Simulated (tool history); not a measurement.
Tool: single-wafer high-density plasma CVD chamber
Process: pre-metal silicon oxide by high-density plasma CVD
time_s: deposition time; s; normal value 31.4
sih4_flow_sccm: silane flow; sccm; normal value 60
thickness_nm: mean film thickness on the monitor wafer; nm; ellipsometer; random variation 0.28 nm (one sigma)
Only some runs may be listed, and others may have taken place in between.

| run | hour | time_s | sih4_flow_sccm | read-back reference wafer on the same gauge, thickness_nm | thickness_nm |
|---|---|---|---|---|---|
| 1 | 0 | 31.4 | 60 | 174.902 | 188.196 |
| 2 | 12.2 | 31.4 | 60 | 174.898 | 188.533 |
| 3 | 22.4 | 31.4 | 60 | 175.033 | 188.227 |
| 4 | 35.3 | 35 | 60 | 175.082 | 209.684 |
| 5 | 50.5 | 35 | 60 | 175.105 | 209.386 |
| 6 | 59.1 | 35 | 60 | 175.105 | 210.031 |
| 7 | 70.5 | 29 | 60 | 175.179 | 173.971 |
| 8 | 87.3 | 29 | 60 | 175.142 | 173.962 |
| 9 | 104.4 | 33.1 | 60 | 175.233 | 198.601 |
| 10 | 119.2 | 31.4 | 60 | 175.215 | 189.093 |
|  | 130.4 | silane flow controller replaced |
| 11 | 130.9 | 37.2 | 65 | 175.218 | 240.927 |
|  | 138.4 | gauge calibrated |
| 12 | 140.4 | 31.4 | 60 | 173.871 | 187.318 |
| 13 | 153.1 | 34.5 | 50 | 174.078 | 173.295 |
| 14 | 163.6 | 26.5 | 60 | 174.229 | 158.053 |

Run 15 has not been measured yet. What should we expect?
| 15 | 178.9 | 37 | 55 | ? | ? |

{"run 15": {"read-back reference wafer on the same gauge, thickness_nm": 174.392, "thickness_nm": 203.825}}
The same run, on a tool lacking any hidden state, would have yielded thickness_nm 203.27 nm.

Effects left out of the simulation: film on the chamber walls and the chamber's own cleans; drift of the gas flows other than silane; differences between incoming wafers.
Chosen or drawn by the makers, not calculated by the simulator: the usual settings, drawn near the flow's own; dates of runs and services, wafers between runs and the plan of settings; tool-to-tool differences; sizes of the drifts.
